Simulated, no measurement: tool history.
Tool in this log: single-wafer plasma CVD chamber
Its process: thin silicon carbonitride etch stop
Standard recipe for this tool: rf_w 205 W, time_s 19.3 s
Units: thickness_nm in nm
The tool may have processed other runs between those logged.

run,day,rf_w,time_s,wafers since the last listed run,hours since the last thermocouple change,hours since the last RF generator calibration,hours since the showerhead was replaced,hours since the gauge calibration,"read-back reference wafer on the same gauge, thickness_nm",thickness_nm
1,0,205,19.3,0,1551.7,681.4,6431.5,41,9.398,10.151
2,0.517,205,19.3,414,1564.1,693.8,6443.9,53.4,9.396,10.124
3,0.812,205,19.3,237,1571.2,700.9,6451,60.5,9.401,10.118
4,1.367,205,19.3,444,1584.5,714.2,6464.3,73.8,9.402,10.141
5,1.779,205,19.3,330,1594.4,724.1,6474.2,83.7,9.399,10.131
6,2.475,205,19.3,557,1611.1,740.8,6490.9,100.4,9.396,10.109
7,2.883,205,19.3,327,1620.9,750.6,6500.7,110.2,9.398,10.123
# day 3.275: showerhead replaced
8,3.296,205,19.3,63,1630.8,760.5,0.5,120.1,9.403,10.124
9,3.858,205,19.3,450,1644.3,774,14,133.6,9.401,10.097
10,4.312,205,19.3,363,1655.2,784.9,24.9,144.5,9.401,10.114
11,4.8,225,16.9,390,1666.9,796.6,36.6,156.2,9.399,9.254
12,5.508,165,19.3,567,1683.9,813.6,53.6,173.2,9.405,9.019
# day 5.775: gauge calibrated
# day 5.871: thermocouple changed; heater temperature recalibrated
13,6.096,205,19.3,203,5.4,827.7,67.7,7.7,9.396,10.103
14,6.488,230,17.1,313,14.8,837.1,77.1,17.1,9.397,9.416
15,6.996,205,21,407,27,849.3,89.3,29.3,9.4,10.976
# day 7.592: RF generator calibrated
16,7.612,220,16.3,227,41.8,0.5,104.1,44.1,9.399,9.012
17,7.983,205,19.3,297,50.7,9.4,113,53,9.396,10.329
18,8.383,205,22.2,320,60.3,19,122.6,62.6,9.406,11.858
19,9.025,205,19.3,514,75.7,34.4,138,78,9.399,10.309
20,9.579,205,20.6,444,89,47.7,151.3,91.3,9.403,10.98

3 ways to go on from here, each from the tool as it stands after run 20. What would each give?
A,9.596,205,19.3,13,89.4,48.1,151.7,91.7,?,?
B,9.596,190,21.3,13,89.4,48.1,151.7,91.7,?,?
C,9.596,180,15.6,13,89.4,48.1,151.7,91.7,?,?

run,"read-back reference wafer on the same gauge, thickness_nm",thickness_nm
A,9.396,10.298
B,9.396,10.948
C,9.396,7.799
The same runs, with their run-to-run variation unchanged, on a tool lacking any hidden condition would have given:
run,thickness_nm
A,10.37
B,11.025
C,7.853
